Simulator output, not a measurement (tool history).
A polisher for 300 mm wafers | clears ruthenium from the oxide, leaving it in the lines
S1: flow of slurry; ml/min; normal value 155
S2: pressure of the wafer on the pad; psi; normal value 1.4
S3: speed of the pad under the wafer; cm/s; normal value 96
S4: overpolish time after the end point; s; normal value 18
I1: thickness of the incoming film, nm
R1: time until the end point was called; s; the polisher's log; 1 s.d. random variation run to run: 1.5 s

run	hour	S1	S2	S3	S4	I1	R1
1	0	155	1.4	96	18	100.2	131.9
2	92.7	155	1	96	18	100.9	179
# hour 122: slurry nozzle cleaned
# hour 133.4: worn pad replaced by a new one
3	147.8	155	1	96	18	99.7	171.6
4	225.4	155	1	96	18	101.5	170.5
5	263.1	155	1.4	96	18	100.9	130
6	340.6	155	1.4	96	18	99.6	128.1
7	382.9	155	1.4	96	18	101	129.1
8	456.3	155	1.4	96	18	100.4	128.8
9	506.7	155	1.4	96	18	100.7	131.3
10	549.5	155	1.4	96	18	102	136.7
11	599.7	175	1.4	76	18	100.3	151.7
12	703.8	155	1.4	96	18	100	133.8
# hour 719.3: worn pad replaced by a new one
13	752.8	120	1	86	23	99.4	204.5
14	830.1	205	1.4	96	25	100.1	134.4
# hour 844.8: slurry nozzle cleaned
15	869.2	200	1.5	96	18	101.5	117.8
16	967	155	1.4	84	18	97.9	139.6
# hour 985.6: head pressure recalibrated
17	1063	155	1.1	126	25	99.6	130.4
18	1123.8	175	0.9	84	15	99.6	202.8
19	1161.2	155	1.4	84	18	99.6	144.4
20	1200.7	155	1.4	96	18	100.6	130.8
21	1269.7	185	0.9	74	23	100.9	227.7
22	1369.7	195	1.4	96	25	99.4	126.4
# hour 1426: worn pad replaced by a new one
23	1432.6	155	1.4	96	21	99.7	134.4
# hour 1461: slurry nozzle cleaned
24	1535.1	130	0.9	62	8	101	256.5
25	1635.6	155	1.4	96	18	101.5	132.8
26	1674.2	155	1.4	96	18	99.5	130.1
27	1744	130	1.7	122	15	100.7	93.3
28	1826	155	1.6	96	18	98.8	114.2
29	1872.2	130	1.4	114	22	99.2	115.6
30	1925.6	135	1.2	120	18	99.8	130.6
31	1965.7	155	1.1	126	25	101.3	133.1
# hour 2008.4: slurry nozzle cleaned
32	2061	155	1.4	96	18	99.7	129.8
# hour 2124.6: worn pad replaced by a new one
33	2126	100	1.1	96	26	99.9	171
34	2164.9	155	1.4	96	18	100	129.7
35	2271.7	130	0.9	62	8	101	264.2
36	2312.6	155	1.3	96	28	100.1	136.3

Consider 5 possible next runs. They are alternatives, not a sequence: every one starts from the tool as it was left by run 36. What does each give?
A	2313.1	155	1.4	96	18	101.5	?
B	2313.1	100	1.4	108	18	101.5	?
C	2313.1	155	1.3	110	18	101.5	?
D	2313.1	180	1.4	122	18	101.5	?
E	2313.1	210	1.2	96	18	101.5	?

run	R1
A	132.8
B	128.7
C	127.6
D	108.4
E	146.3
What these runs would have given with no unlogged condition in the tool:
run	R1
A	130.4
B	125.6
C	125.3
D	106.5
E	144.2
